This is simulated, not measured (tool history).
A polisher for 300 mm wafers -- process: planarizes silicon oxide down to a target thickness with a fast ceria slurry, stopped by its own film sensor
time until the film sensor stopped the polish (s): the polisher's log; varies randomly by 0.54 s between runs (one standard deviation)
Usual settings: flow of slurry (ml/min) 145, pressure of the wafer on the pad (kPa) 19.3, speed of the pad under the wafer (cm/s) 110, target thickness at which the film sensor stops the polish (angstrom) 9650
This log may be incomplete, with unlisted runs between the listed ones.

run,day,flow of slurry (ml/min),pressure of the wafer on the pad (kPa),speed of the pad under the wafer (cm/s),target thickness at which the film sensor stops the polish (angstrom),wafers since the last listed run,wafers polished on this pad,hours since the slurry nozzle was cleaned,hours since the head pressure was calibrated,"incoming thickness of the incoming film, nm",time until the film sensor stopped the polish (s)
1,0.000,145,19.3,110,9650,0,2645,120.4,364.8,1764.4,48.8
# day 2.475: worn pad replaced by a new one
2,2.550,145,19.3,110,9650,856,26,181.6,426.0,1769.4,46.0
3,5.200,145,19.3,110,9650,952,978,245.2,489.6,1785.1,47.6
# day 12.717: worn pad replaced by a new one
4,13.329,145,19.3,110,9650,2860,220,440.3,684.7,1794.3,44.4
# day 14.921: head pressure recalibrated
5,15.075,145,19.3,110,9650,597,817,482.2,3.7,1810.8,52.4
6,16.471,145,19.3,110,9650,501,1319,515.7,37.2,1795.8,52.1
7,18.275,145,19.3,110,9650,648,1967,559.0,80.5,1744.8,48.8
8,19.300,145,19.3,110,9650,368,2335,583.6,105.1,1778.9,52.4
9,20.688,145,19.3,110,9650,498,2834,616.9,138.4,1779.9,52.9
# day 21.904: worn pad replaced by a new one
10,26.329,145,19.3,110,9650,1966,1589,752.3,273.8,1757.1,47.9
# day 27.300: slurry nozzle cleaned
11,29.121,145,19.3,110,9650,987,2577,43.7,340.8,1792.5,52.8
# day 30.604: worn pad replaced by a new one
12,30.625,145,23.4,110,9650,480,6,79.8,376.9,1789.6,40.2

Predict the results of run 13:
13,32.292,145,19.3,110,9650,598,605,119.8,416.9,1777.6,?

For run 13 the tool returned time until the film sensor stopped the polish (s) 48.2.
Had the tool carried no hidden state, the very same run would have given time until the film sensor stopped the polish (s) 48.7.
